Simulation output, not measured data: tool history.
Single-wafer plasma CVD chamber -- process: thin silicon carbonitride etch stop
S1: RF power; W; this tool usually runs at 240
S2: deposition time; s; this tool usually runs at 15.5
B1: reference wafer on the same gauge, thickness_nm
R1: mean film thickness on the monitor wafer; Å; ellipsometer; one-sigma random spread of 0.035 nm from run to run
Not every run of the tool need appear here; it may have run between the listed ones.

{"run": 1, "hour": 0.0, "S1": 215, "S2": 15.5, "B1": 10.953, "R1": 90.8}
{"run": 2, "hour": 103.4, "S1": 240, "S2": 15.5, "B1": 10.964, "R1": 92.7}
{"run": 3, "hour": 158.8, "S1": 240, "S2": 15.5, "B1": 10.969, "R1": 93.11}
{"run": 4, "hour": 201.6, "S1": 240, "S2": 15.5, "B1": 10.939, "R1": 93.09}
{"run": 5, "hour": 256.4, "S1": 240, "S2": 15.5, "B1": 10.96, "R1": 93.69}
{"run": 6, "hour": 344.4, "S1": 240, "S2": 15.5, "B1": 10.972, "R1": 93.11}
{"run": 7, "hour": 385.9, "S1": 240, "S2": 15.5, "B1": 10.961, "R1": 92.91}
{"run": 8, "hour": 422.7, "S1": 240, "S2": 15.5, "B1": 10.967, "R1": 93.85}
{"run": 9, "hour": 464.0, "S1": 240, "S2": 15.5, "B1": 10.959, "R1": 93.47}
{"run": 10, "hour": 503.9, "S1": 230, "S2": 15.5, "B1": 10.949, "R1": 91.92}
{"run": 11, "hour": 735.3, "S1": 210, "S2": 15.5, "B1": 10.939, "R1": 90.24}
{"hour": 796.9, "done": "RF generator calibrated"}
{"run": 12, "hour": 841.2, "S1": 210, "S2": 15.5, "B1": 10.939, "R1": 88.38}
{"run": 13, "hour": 1027.3, "S1": 210, "S2": 15.5, "B1": 10.961, "R1": 88.79}
{"run": 14, "hour": 1090.9, "S1": 265, "S2": 15.5, "B1": 10.963, "R1": 92.7}
{"run": 15, "hour": 1150.4, "S1": 265, "S2": 15.5, "B1": 10.954, "R1": 93.51}
{"hour": 1184.3, "done": "gauge calibrated"}
{"run": 16, "hour": 1226.6, "S1": 260, "S2": 12.8, "B1": 10.958, "R1": 77.07}
{"run": 17, "hour": 1297.4, "S1": 240, "S2": 17.4, "B1": 10.954, "R1": 102.51}
{"run": 18, "hour": 1383.5, "S1": 195, "S2": 16.5, "B1": 10.939, "R1": 92.45}
{"run": 19, "hour": 1447.9, "S1": 285, "S2": 16.9, "B1": 10.965, "R1": 103.51}
{"hour": 1522.6, "done": "RF generator calibrated, repeated, since the last time left the tool worse"}
{"run": 20, "hour": 1555.6, "S1": 240, "S2": 13.8, "B1": 10.949, "R1": 82.52}
{"hour": 1620.8, "done": "showerhead replaced"}
{"run": 21, "hour": 1661.6, "S1": 240, "S2": 15.5, "B1": 10.953, "R1": 93.53}
{"run": 22, "hour": 1765.8, "S1": 275, "S2": 12.4, "B1": 10.944, "R1": 77.22}
{"run": 23, "hour": 1818.0, "S1": 240, "S2": 15.5, "B1": 10.962, "R1": 93.66}
{"run": 24, "hour": 1910.4, "S1": 240, "S2": 17.7, "B1": 10.967, "R1": 106.39}
{"hour": 1962.6, "done": "thermocouple changed; heater temperature recalibrated"}
{"run": 25, "hour": 1994.6, "S1": 275, "S2": 18.4, "B1": 10.956, "R1": 113.71}
{"run": 26, "hour": 2047.9, "S1": 225, "S2": 13.1, "B1": 10.956, "R1": 77.76}
{"run": 27, "hour": 2085.5, "S1": 195, "S2": 17.7, "B1": 10.967, "R1": 101.55}
{"run": 28, "hour": 2150.3, "S1": 225, "S2": 14.1, "B1": 10.961, "R1": 83.86}
{"run": 29, "hour": 2187.7, "S1": 210, "S2": 14.6, "B1": 10.965, "R1": 85.37}
{"run": 30, "hour": 2269.0, "S1": 195, "S2": 16.6, "B1": 10.96, "R1": 95.2}
{"run": 31, "hour": 2359.5, "S1": 240, "S2": 15.5, "B1": 10.957, "R1": 93.34}
{"run": 32, "hour": 2398.1, "S1": 240, "S2": 12.8, "B1": 10.961, "R1": 76.14}
{"run": 33, "hour": 2469.0, "S1": 205, "S2": 15.5, "B1": 10.957, "R1": 89.56}
{"run": 34, "hour": 2563.4, "S1": 270, "S2": 16.5, "B1": 10.964, "R1": 101.21}
{"run": 35, "hour": 2626.1, "S1": 195, "S2": 16.6, "B1": 10.961, "R1": 94.55}
{"hour": 2662.1, "done": "RF generator calibrated"}
{"run": 36, "hour": 2694.7, "S1": 240, "S2": 16.7, "B1": 10.954, "R1": 100.84}

What the log doesn't show, run by run:
wafer temperature above the value expected at the setpoint (K): 0 in every run
gauge reads high (%): 0 in every run
H1: delivered RF power above the setpoint (%)
run=1 H1=-0.578
run=2 H1=-0.818
run=3 H1=-0.974
run=4 H1=-1.11
run=5 H1=-1.3
run=6 H1=-1.64
run=7 H1=-1.82
run=8 H1=-1.99
run=9 H1=-2.19
run=10 H1=-2.39
run=11 H1=-3.76
run=12 H1=-8.76
run=13 H1=-8.93
run=14 H1=-9.03
run=15 H1=-9.15
run=16 H1=-9.34
run=17 H1=-9.55
run=18 H1=-9.85
run=19 H1=-10.1
run=20 H1=-1.22
run=21 H1=-1.28
run=22 H1=-1.4
run=23 H1=-1.49
run=24 H1=-1.69
run=25 H1=-1.92
run=26 H1=-2.09
run=27 H1=-2.22
run=28 H1=-2.47
run=29 H1=-2.62
run=30 H1=-2.99
run=31 H1=-3.44
run=32 H1=-3.65
run=33 H1=-4.06
run=34 H1=-4.66
run=35 H1=-5.09
run=36 H1=-0.0384
